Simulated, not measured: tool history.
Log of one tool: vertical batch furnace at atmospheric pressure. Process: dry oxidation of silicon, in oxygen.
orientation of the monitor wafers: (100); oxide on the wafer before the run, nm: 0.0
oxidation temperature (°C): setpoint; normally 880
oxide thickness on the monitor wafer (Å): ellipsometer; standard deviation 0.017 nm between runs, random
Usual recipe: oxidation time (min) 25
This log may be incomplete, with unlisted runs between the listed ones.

run,hour,oxidation temperature (°C),oxidation time (min),"read-back reference wafer on the same gauge, thickness",oxide thickness on the monitor wafer (Å)
1,0,880,25,8.4,77.6
2,98.2,880,25,8.4,77.5
3,162.6,880,25,8.4,77.8
4,199,880,25,8.4,77.7
5,303.9,880,25,8.4,77.8
6,396.8,880,25,8.4,78.1
7,434.4,880,25,8.4,78.4
8,508.3,899,25,8.4,96.5
9,578,899,25,8.39,96.5
10,685.8,880,25,8.4,78.2
11,770.7,880,25,8.4,78.2
12,831.2,880,25,8.4,78.8
13,914.8,870,28,8.4,75.6
14,979.5,880,25,8.4,78.4
15,1019.3,863,13.5,8.4,41.2
16,1120.4,880,18.5,8.4,63.3
17,1202,873,18.5,8.4,58.7
18,1286.3,867,30,8.4,77.1
# hour 1391.8: thermocouples replaced and temperature profile calibrated
19,1449.4,880,25,8.4,77.4
20,1511.5,894,32,8.4,107.4
21,1561.5,880,25,8.4,77.4
22,1639.5,863,13.5,8.4,40.5
# hour 1655.1: gauge calibrated
23,1700.1,855,14,8.4,37.8
24,1802.5,880,25,8.4,77.3
25,1839.4,880,25,8.4,77.4
26,1947.1,880,32.5,8.4,92.8
27,1990.9,863,25,8.4,63.2
# hour 2039.4: boat lift adjusted
28,2059.7,874,15.5,8.4,51.5
29,2109.5,880,25,8.4,77.6
30,2153.1,880,25,8.4,77.4
31,2236.8,871,13,8.4,43.7
32,2285.3,858,37,8.4,78.7
33,2385.9,892,29,8.4,98.8
34,2437.6,871,25,8.4,69.7
35,2538.9,880,25,8.4,77.3
36,2639.9,880,25,8.4,77.8
37,2705.4,900,36.5,8.4,126.1
38,3005.5,894,17.5,8.4,71.2
39,3097.5,880,21.5,8.39,70.1

4 ways to go on from here, each from the tool as it stands after run 39. What would each give?
A,3101.8,880,25,?,?
B,3101.8,902,25,?,?
C,3101.8,861,19.5,?,?
D,3101.8,880,20.5,?,?

run,"read-back reference wafer on the same gauge, thickness",oxide thickness on the monitor wafer (Å)
A,8.4,78.3
B,8.4,100.2
C,8.4,52.3
D,8.4,68
The same runs, with their run-to-run variation unchanged, on a tool lacking any hidden condition would have given:
run,oxide thickness on the monitor wafer (Å)
A,77.4
B,99.2
C,51.7
D,67.3

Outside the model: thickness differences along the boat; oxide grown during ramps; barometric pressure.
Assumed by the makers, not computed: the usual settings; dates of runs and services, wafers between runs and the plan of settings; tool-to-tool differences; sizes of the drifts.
